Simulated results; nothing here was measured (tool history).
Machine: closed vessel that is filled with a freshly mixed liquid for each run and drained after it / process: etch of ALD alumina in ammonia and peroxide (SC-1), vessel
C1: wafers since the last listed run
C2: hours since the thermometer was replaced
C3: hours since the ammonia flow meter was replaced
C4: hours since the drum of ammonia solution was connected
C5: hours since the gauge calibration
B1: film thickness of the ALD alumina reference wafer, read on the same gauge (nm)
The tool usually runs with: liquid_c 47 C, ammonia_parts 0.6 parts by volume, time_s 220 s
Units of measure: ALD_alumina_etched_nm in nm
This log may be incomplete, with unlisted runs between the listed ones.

{"run": 1, "hour": 0.0, "liquid_c": 47, "ammonia_parts": 0.6, "time_s": 220, "C1": 0, "C2": 1433.4, "C3": 566.6, "C4": 488.8, "C5": 3.7, "B1": 120.02, "ALD_alumina_etched_nm": 9.72}
{"run": 2, "hour": 6.3, "liquid_c": 47, "ammonia_parts": 0.6, "time_s": 220, "C1": 432, "C2": 1439.7, "C3": 572.9, "C4": 495.1, "C5": 10, "B1": 120.03, "ALD_alumina_etched_nm": 9.72}
{"run": 3, "hour": 18.9, "liquid_c": 47, "ammonia_parts": 0.6, "time_s": 220, "C1": 864, "C2": 1452.3, "C3": 585.5, "C4": 507.7, "C5": 22.6, "B1": 119.99, "ALD_alumina_etched_nm": 9.67}
{"run": 4, "hour": 40.0, "liquid_c": 47, "ammonia_parts": 0.6, "time_s": 220, "C1": 1446, "C2": 1473.4, "C3": 606.6, "C4": 528.8, "C5": 43.7, "B1": 120.01, "ALD_alumina_etched_nm": 9.68}
{"run": 5, "hour": 53.1, "liquid_c": 47, "ammonia_parts": 0.6, "time_s": 220, "C1": 898, "C2": 1486.5, "C3": 619.7, "C4": 541.9, "C5": 56.8, "B1": 119.99, "ALD_alumina_etched_nm": 9.67}
{"hour": 61.5, "done": "ammonia flow meter replaced"}
{"run": 6, "hour": 67.6, "liquid_c": 47, "ammonia_parts": 0.6, "time_s": 220, "C1": 925, "C2": 1501, "C3": 6.1, "C4": 556.4, "C5": 71.3, "B1": 119.98, "ALD_alumina_etched_nm": 9.66}
{"run": 7, "hour": 76.9, "liquid_c": 47, "ammonia_parts": 0.6, "time_s": 220, "C1": 637, "C2": 1510.3, "C3": 15.4, "C4": 565.7, "C5": 80.6, "B1": 119.99, "ALD_alumina_etched_nm": 9.69}
{"run": 8, "hour": 93.7, "liquid_c": 47, "ammonia_parts": 0.6, "time_s": 220, "C1": 1152, "C2": 1527.1, "C3": 32.2, "C4": 582.5, "C5": 97.4, "B1": 119.98, "ALD_alumina_etched_nm": 9.63}
{"run": 9, "hour": 101.7, "liquid_c": 47, "ammonia_parts": 0.8, "time_s": 220, "C1": 548, "C2": 1535.1, "C3": 40.2, "C4": 590.5, "C5": 105.4, "B1": 120, "ALD_alumina_etched_nm": 9.9}
{"run": 10, "hour": 107.9, "liquid_c": 42.5, "ammonia_parts": 0.75, "time_s": 295, "C1": 425, "C2": 1541.3, "C3": 46.4, "C4": 596.7, "C5": 111.6, "B1": 119.98, "ALD_alumina_etched_nm": 10.14}
{"run": 11, "hour": 123.9, "liquid_c": 51, "ammonia_parts": 0.75, "time_s": 135, "C1": 1097, "C2": 1557.3, "C3": 62.4, "C4": 612.7, "C5": 127.6, "B1": 120, "ALD_alumina_etched_nm": 7.53}
{"hour": 129.6, "done": "thermometer replaced"}
{"run": 12, "hour": 130.9, "liquid_c": 54, "ammonia_parts": 0.6, "time_s": 220, "C1": 411, "C2": 1.3, "C3": 69.4, "C4": 619.7, "C5": 134.6, "B1": 119.98, "ALD_alumina_etched_nm": 16.4}
{"hour": 138.8, "done": "gauge calibrated"}
{"hour": 139.5, "done": "new drum of ammonia solution connected"}
{"run": 13, "hour": 144.3, "liquid_c": 55, "ammonia_parts": 0.7, "time_s": 295, "C1": 850, "C2": 14.7, "C3": 82.8, "C4": 4.8, "C5": 5.5, "B1": 119.99, "ALD_alumina_etched_nm": 23.51}
{"run": 14, "hour": 161.4, "liquid_c": 54, "ammonia_parts": 0.7, "time_s": 220, "C1": 1172, "C2": 31.8, "C3": 99.9, "C4": 21.9, "C5": 22.6, "B1": 120, "ALD_alumina_etched_nm": 16.63}
{"run": 15, "hour": 176.6, "liquid_c": 47, "ammonia_parts": 0.6, "time_s": 140, "C1": 1042, "C2": 47, "C3": 115.1, "C4": 37.1, "C5": 37.8, "B1": 119.99, "ALD_alumina_etched_nm": 7.07}

Below are 4 alternative next runs, each starting from the tool's condition after run 15. Predict each:
{"run": "A", "hour": 177.3, "liquid_c": 47, "ammonia_parts": 0.6, "time_s": 220, "C1": 48, "C2": 47.7, "C3": 115.8, "C4": 37.8, "C5": 38.5, "B1": "?", "ALD_alumina_etched_nm": "?"}
{"run": "B", "hour": 177.3, "liquid_c": 38, "ammonia_parts": 0.35, "time_s": 170, "C1": 48, "C2": 47.7, "C3": 115.8, "C4": 37.8, "C5": 38.5, "B1": "?", "ALD_alumina_etched_nm": "?"}
{"run": "C", "hour": 177.3, "liquid_c": 53, "ammonia_parts": 0.6, "time_s": 220, "C1": 48, "C2": 47.7, "C3": 115.8, "C4": 37.8, "C5": 38.5, "B1": "?", "ALD_alumina_etched_nm": "?"}
{"run": "D", "hour": 177.3, "liquid_c": 44, "ammonia_parts": 0.5, "time_s": 340, "C1": 48, "C2": 47.7, "C3": 115.8, "C4": 37.8, "C5": 38.5, "B1": "?", "ALD_alumina_etched_nm": "?"}

run=A B1=119.99 ALD_alumina_etched_nm=11.15
run=B B1=119.99 ALD_alumina_etched_nm=4.85
run=C B1=119.99 ALD_alumina_etched_nm=15.51
run=D B1=119.99 ALD_alumina_etched_nm=14.28
Had the tool no hidden state, the same runs would have come out as:
run=A ALD_alumina_etched_nm=11.29
run=B ALD_alumina_etched_nm=4.92
run=C ALD_alumina_etched_nm=15.71
run=D ALD_alumina_etched_nm=14.46

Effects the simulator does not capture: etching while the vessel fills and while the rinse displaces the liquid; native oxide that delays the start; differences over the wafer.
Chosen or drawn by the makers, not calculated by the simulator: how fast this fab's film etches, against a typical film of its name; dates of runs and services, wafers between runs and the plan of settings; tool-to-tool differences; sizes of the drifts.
